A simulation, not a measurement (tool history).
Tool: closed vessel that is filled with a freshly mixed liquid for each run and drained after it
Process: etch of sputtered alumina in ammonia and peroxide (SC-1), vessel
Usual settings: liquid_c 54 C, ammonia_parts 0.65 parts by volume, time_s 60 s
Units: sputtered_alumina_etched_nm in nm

run,hour,liquid_c,ammonia_parts,time_s,"read-back film thickness of the sputtered alumina reference wafer, read on the same gauge (nm)",sputtered_alumina_etched_nm
1,0,54,0.5,50,109.98,3.94
2,13.3,49.5,0.65,60,109.98,3.79
3,30.7,49.5,0.65,60,110.04,3.77
4,42.9,54,0.65,60,109.98,4.84
5,52.7,54,0.65,60,109.98,4.83
6,61.6,54,0.65,60,109.98,4.79
7,69.8,54,0.65,60,109.98,4.82
8,83.4,54,0.65,60,109.97,4.79
9,95.7,54,0.65,60,109.98,4.77
10,111.4,54,0.65,60,110,4.78
11,120.1,54,0.65,60,110.02,4.8
# hour 126.2: new drum of ammonia solution connected
12,126.9,54,0.65,60,110.02,4.74
13,142.2,54,0.65,60,110.02,4.77
14,159.1,54,0.65,60,110.01,4.79
# hour 164.6: gauge calibrated
15,176.3,62.5,0.65,60,110.01,7.44
16,217.4,60,0.45,60,109.97,6.28
17,241.1,54,0.65,60,109.99,4.71
# hour 246.3: ammonia flow meter replaced
18,247.6,54,0.55,60,110,4.63
19,261.5,47.5,0.4,85,110.01,4.44
20,268.2,61,0.45,60,110.01,6.57
# hour 273: thermometer replaced
21,284.8,59.5,0.9,60,110,7.08
22,293.2,48,0.65,45,109.96,2.79
23,299.4,54,0.65,60,110.03,5.17
24,309.5,54,0.65,90,110,7.73
25,326.5,50.5,0.8,60,110,4.35
26,334.9,48.5,0.4,50,110,3.02
27,346.6,62.5,0.75,85,109.97,11.43

4 ways to go on from here, each from the tool as it stands after run 27. What would each give?
A,347.3,54,0.65,60,?,?
B,347.3,54,0.55,95,?,?
C,347.3,48.5,0.5,60,?,?
D,347.3,61,0.65,60,?,?

run,"read-back film thickness of the sputtered alumina reference wafer, read on the same gauge (nm)",sputtered_alumina_etched_nm
A,110.02,5.14
B,110.02,8.01
C,110.02,3.71
D,110.02,7.41
Without the tool's hidden state the same runs would have given:
run,sputtered_alumina_etched_nm
A,5.19
B,8.1
C,3.75
D,7.49

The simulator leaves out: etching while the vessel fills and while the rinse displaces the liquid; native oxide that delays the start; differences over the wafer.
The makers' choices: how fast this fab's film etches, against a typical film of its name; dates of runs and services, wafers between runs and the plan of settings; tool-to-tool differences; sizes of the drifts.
